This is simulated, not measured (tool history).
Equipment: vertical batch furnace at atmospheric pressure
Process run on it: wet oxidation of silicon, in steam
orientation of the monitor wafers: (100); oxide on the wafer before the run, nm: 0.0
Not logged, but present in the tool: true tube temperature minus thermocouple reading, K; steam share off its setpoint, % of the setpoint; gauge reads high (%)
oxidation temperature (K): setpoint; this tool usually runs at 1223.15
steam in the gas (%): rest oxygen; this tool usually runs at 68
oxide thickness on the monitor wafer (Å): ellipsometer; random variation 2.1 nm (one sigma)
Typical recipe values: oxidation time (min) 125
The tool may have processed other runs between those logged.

run    hour  oxidation temperature (K)  oxidation time (min)  steam in the gas (%)  wafers since the last listed run  hours since the last temperature calibration  hours since the steam generator was serviced  hours since the gauge calibration  read-back reference wafer on the same gauge, thickness  oxide thickness on the monitor wafer (Å)
  1       0                    1223.15                  98.5                    71                                 0                                        4035.8                                         678.3                              828.7                                                  422.58                                    3144.8
  2    43.1                    1223.15                  98.5                    71                               491                                        4078.9                                         721.4                              871.8                                                  423.82                                    3153.1
  3    85.9                    1233.15                 160.5                    68                               487                                        4121.7                                         764.2                              914.6                                                  423.62                                    4783.1
  4   114.6                    1233.15                 160.5                    68                               327                                        4150.4                                         792.9                              943.3                                                  422.96                                      4812
  5   138.7                    1223.15                   125                    68                               274                                        4174.5                                           817                              967.4                                                  422.54                                    3641.9
  6   186.4                    1223.15                   125                    68                               543                                        4222.2                                         864.7                             1015.1                                                  423.19                                    3631.2
  7   222.5                    1223.15                   125                    68                               411                                        4258.3                                         900.8                             1051.2                                                  422.95                                    3666.6
  8   270.3                    1223.15                   125                    68                               544                                        4306.1                                         948.6                               1099                                                  422.29                                    3612.8
  9   330.4                    1223.15                   125                    68                               685                                        4366.2                                        1008.7                             1159.1                                                  422.82                                      3627
 10   385.2                    1211.15                   125                    71                               624                                          4421                                        1063.5                             1213.9                                                  422.39                                      3347
 11   439.3                    1211.15                   125                    71                               616                                        4475.1                                        1117.6                               1268                                                  423.39                                      3356
 12   505.5                    1211.15                   125                    71                               754                                        4541.3                                        1183.8                             1334.2                                                  423.21                                    3345.2
 13   550.6                    1223.15                   125                    73                               514                                        4586.4                                        1228.9                             1379.3                                                  423.15                                    3825.3
 14   620.8                    1223.15                   125                    73                               800                                        4656.6                                        1299.1                             1449.5                                                  422.75                                    3827.6
 15   662.1                    1223.15                   125                    68                               470                                        4697.9                                        1340.4                             1490.8                                                  423.88                                    3605.1
 16   718.8                    1223.15                   125                    68                               646                                        4754.6                                        1397.1                             1547.5                                                  423.56                                      3591
 17   783.7                    1232.15                   125                    68                               739                                        4819.5                                          1462                             1612.4                                                  422.94                                    3901.6
 18   819.8                    1232.15                   125                    68                               411                                        4855.6                                        1498.1                             1648.5                                                  422.81                                    3857.4
 19   869.2                    1223.15                   125                    68                               563                                          4905                                        1547.5                             1697.9                                                   422.5                                    3580.5
 20   938.2                    1223.15                   125                    60                               786                                          4974                                        1616.5                             1766.9                                                   423.1                                    3267.4
 21   987.8                    1223.15                 158.5                    68                               565                                        5023.6                                        1666.1                             1816.5                                                  424.33                                    4277.9
     1012.6  -- thermocouples replaced and temperature profile calibrated
 22  1019.7                    1223.15                   125                    68                                90                                           7.1                                          1698                             1848.4                                                  421.58                                    3582.6
     1076.6  -- steam generator serviced
 23  1077.1                    1202.15                   171                    60                               380                                          64.5                                           0.5                             1905.8                                                  421.61                                    3561.6
 24  1117.9                    1240.15                    84                    76                               465                                         105.3                                          41.3                             1946.6                                                  421.81                                      3492
 25  1166.8                    1237.15                   155                    56                               557                                         154.2                                          90.2                             1995.5                                                  423.29                                    4273.6
 26  1197.5                    1223.15                  98.5                    68                               349                                         184.9                                         120.9                             2026.2                                                  424.03                                    3094.4
 27  1225.2                    1223.15                   125                    68                               315                                         212.6                                         148.6                             2053.9                                                  423.07                                    3767.6
     1251.2  -- gauge calibrated
 28  1293.8                    1247.15                   125                    59                               782                                         281.2                                         217.2                               42.6                                                  423.69                                    4078.6
 29  1365.5                    1200.15                   157                    60                               817                                         352.9                                         288.9                              114.3                                                  422.45                                    3250.8
 30  1425.7                    1223.15                   125                    68                               686                                         413.1                                         349.1                              174.5                                                  421.93                                    3678.7
 31  1496.2                    1234.15                    66                    57                               803                                         483.6                                         419.6                                245                                                   423.3                                      2149
 32  1534.9                    1215.15                   179                    57                               441                                         522.3                                         458.3                              283.7                                                  422.68                                    3931.3
 33  1563.8                    1244.15                   125                    64                               329                                         551.2                                         487.2                              312.6                                                  423.51                                    4220.4
 34  1633.6                    1247.15                   125                    73                               795                                           621                                           557                              382.4                                                  422.53                                    4738.2
 35  1705.1                    1223.15                   125                    68                               815                                         692.5                                         628.5                              453.9                                                  422.37                                    3657.3
 36  1732.3                    1223.15                  93.5                    74                               310                                         719.7                                         655.7                              481.1                                                  423.54                                    3131.5
 37    1784                    1223.15                    90                    60                               589                                         771.4                                         707.4                              532.8                                                  424.13                                    2594.3
 38  1821.8                    1207.15                   125                    80                               430                                         809.2                                         745.2                              570.6                                                  422.73                                    3599.2
 39  1882.2                    1232.15                 148.5                    58                               688                                         869.6                                         805.6                                631                                                  422.69                                    4000.7

Predict each of these 3 candidate next runs independently; none follows another, all start after run 39:
  A  1887.4                    1223.15                   125                    68                                59                                         874.8                                         810.8                              636.2                                                       ?                                         ?
  B  1887.4                    1232.15                    84                    80                                59                                         874.8                                         810.8                              636.2                                                       ?                                         ?
  C  1887.4                    1214.15                   125                    64                                59                                         874.8                                         810.8                              636.2                                                       ?                                         ?

run  read-back reference wafer on the same gauge, thickness  oxide thickness on the monitor wafer (Å)
  A                                                  422.18                                    3683.1
  B                                                  422.18                                    3345.6
  C                                                  422.18                                      3235
What these runs would have given with no unlogged condition in the tool:
run  oxide thickness on the monitor wafer (Å)
  A                                    3774.9
  B                                    3429.3
  C                                    3318.4
